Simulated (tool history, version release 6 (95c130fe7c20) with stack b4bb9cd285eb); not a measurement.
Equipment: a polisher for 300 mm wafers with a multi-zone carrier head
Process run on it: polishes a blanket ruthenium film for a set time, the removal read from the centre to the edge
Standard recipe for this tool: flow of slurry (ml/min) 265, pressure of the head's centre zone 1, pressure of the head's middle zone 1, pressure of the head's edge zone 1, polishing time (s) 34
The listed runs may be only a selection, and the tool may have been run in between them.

| run | day | flow of slurry (ml/min) | pressure of the head's centre zone | pressure of the head's middle zone | pressure of the head's edge zone | polishing time (s) | wafers since the last listed run | wafers polished on this pad | hours since the slurry nozzle was cleaned | hours since the centre zone pressure was calibrated | hours since the edge zone pressure was calibrated | hours since the carrier head's membrane was replaced | incoming thickness of the incoming film, nm | film removed at the wafer's centre (angstrom) | film removed at mid-radius (angstrom) | film removed at the wafer's edge (angstrom) |
|---|---|---|---|---|---|---|---|---|---|---|---|---|---|---|---|---|
| 1 | 0 | 265 | 1 | 0.94 | 1 | 39 | 0 | 665 | 126.4 | 948.4 | 587.6 | 1741 | 490.2 | 455 | 522 | 519 |
| 2 | 1.462 | 265 | 1 | 1 | 1 | 34 | 338 | 1004 | 161.5 | 983.5 | 622.7 | 1776.1 | 486.5 | 397 | 479 | 456 |
| 3 | 3.629 | 265 | 1 | 1 | 1 | 42 | 501 | 1505 | 213.5 | 1035.5 | 674.7 | 1828.1 | 496.3 | 486 | 584 | 572 |
|  | 5.454 | carrier head's membrane replaced by a new one |
| 4 | 6.292 | 265 | 1 | 1 | 1 | 34 | 567 | 2072 | 277.4 | 1099.4 | 738.6 | 20.1 | 489.4 | 389 | 476 | 465 |
|  | 8.054 | centre zone pressure recalibrated |
| 5 | 8.075 | 265 | 1 | 1 | 1 | 34 | 393 | 2466 | 320.2 | 0.5 | 781.4 | 62.9 | 488.7 | 445 | 476 | 446 |
|  | 9.242 | edge zone pressure recalibrated |
| 6 | 9.254 | 265 | 0.91 | 1 | 0.96 | 39 | 253 | 2719 | 348.5 | 28.8 | 0.3 | 91.2 | 486.7 | 455 | 547 | 510 |
| 7 | 11.65 | 350 | 1.07 | 1 | 1 | 25 | 554 | 3273 | 406 | 86.3 | 57.8 | 148.7 | 491.9 | 364 | 359 | 353 |
| 8 | 13.462 | 265 | 1 | 1 | 1 | 34 | 419 | 3693 | 449.5 | 129.8 | 101.3 | 192.2 | 490.2 | 441 | 480 | 466 |
|  | 14.479 | slurry nozzle cleaned |
|  | 15.371 | worn pad replaced by a new one |
| 9 | 16.279 | 265 | 1 | 1 | 1.07 | 34 | 603 | 209 | 43.2 | 197.4 | 168.9 | 259.8 | 493.3 | 426 | 473 | 466 |
| 10 | 17.667 | 265 | 1 | 1 | 0.95 | 34 | 320 | 530 | 76.5 | 230.7 | 202.2 | 293.1 | 489.9 | 427 | 468 | 447 |
| 11 | 20.654 | 265 | 1 | 1 | 1 | 34 | 691 | 1221 | 148.2 | 302.4 | 273.9 | 364.8 | 483.5 | 425 | 470 | 448 |
| 12 | 22.325 | 265 | 1 | 1 | 1 | 34 | 386 | 1608 | 188.3 | 342.5 | 314 | 404.9 | 488.9 | 421 | 470 | 463 |
| 13 | 24.346 | 265 | 1 | 0.95 | 1 | 34 | 467 | 2075 | 236.8 | 391 | 362.5 | 453.4 | 487.3 | 405 | 459 | 459 |
| 14 | 25.554 | 265 | 1 | 1 | 1 | 34 | 279 | 2355 | 265.8 | 420 | 391.5 | 482.4 | 484.4 | 414 | 469 | 444 |
| 15 | 27.842 | 320 | 0.92 | 1 | 0.97 | 34 | 529 | 2884 | 320.7 | 474.9 | 446.4 | 537.3 | 494.5 | 395 | 481 | 457 |
| 16 | 29.4 | 210 | 1 | 1 | 1 | 34 | 360 | 3244 | 358.1 | 512.3 | 483.8 | 574.7 | 486.3 | 399 | 460 | 451 |
| 17 | 30.533 | 320 | 0.92 | 1 | 0.97 | 34 | 262 | 3506 | 385.3 | 539.5 | 511 | 601.9 | 490.4 | 387 | 489 | 464 |
|  | 30.808 | slurry nozzle cleaned |
| 18 | 32.675 | 265 | 0.94 | 0.92 | 1 | 34 | 485 | 3992 | 44.8 | 590.9 | 562.4 | 653.3 | 486 | 388 | 444 | 468 |

Run 19 comes next. What will it give?
|  | 33.108 | worn pad replaced by a new one |
| 19 | 34.058 | 265 | 1 | 0.9 | 1.05 | 34 | 281 | 219 | 78 | 624.1 | 595.6 | 686.5 | 483 | ? | ? | ? |

{"run 19": {"film removed at the wafer's centre (angstrom)": 409, "film removed at mid-radius (angstrom)": 439, "film removed at the wafer's edge (angstrom)": 470}}
Were there no unlogged condition in the tool, this run, its random variation unchanged, would have produced film removed at the wafer's centre (angstrom) 452, film removed at mid-radius (angstrom) 439, film removed at the wafer's edge (angstrom) 470.

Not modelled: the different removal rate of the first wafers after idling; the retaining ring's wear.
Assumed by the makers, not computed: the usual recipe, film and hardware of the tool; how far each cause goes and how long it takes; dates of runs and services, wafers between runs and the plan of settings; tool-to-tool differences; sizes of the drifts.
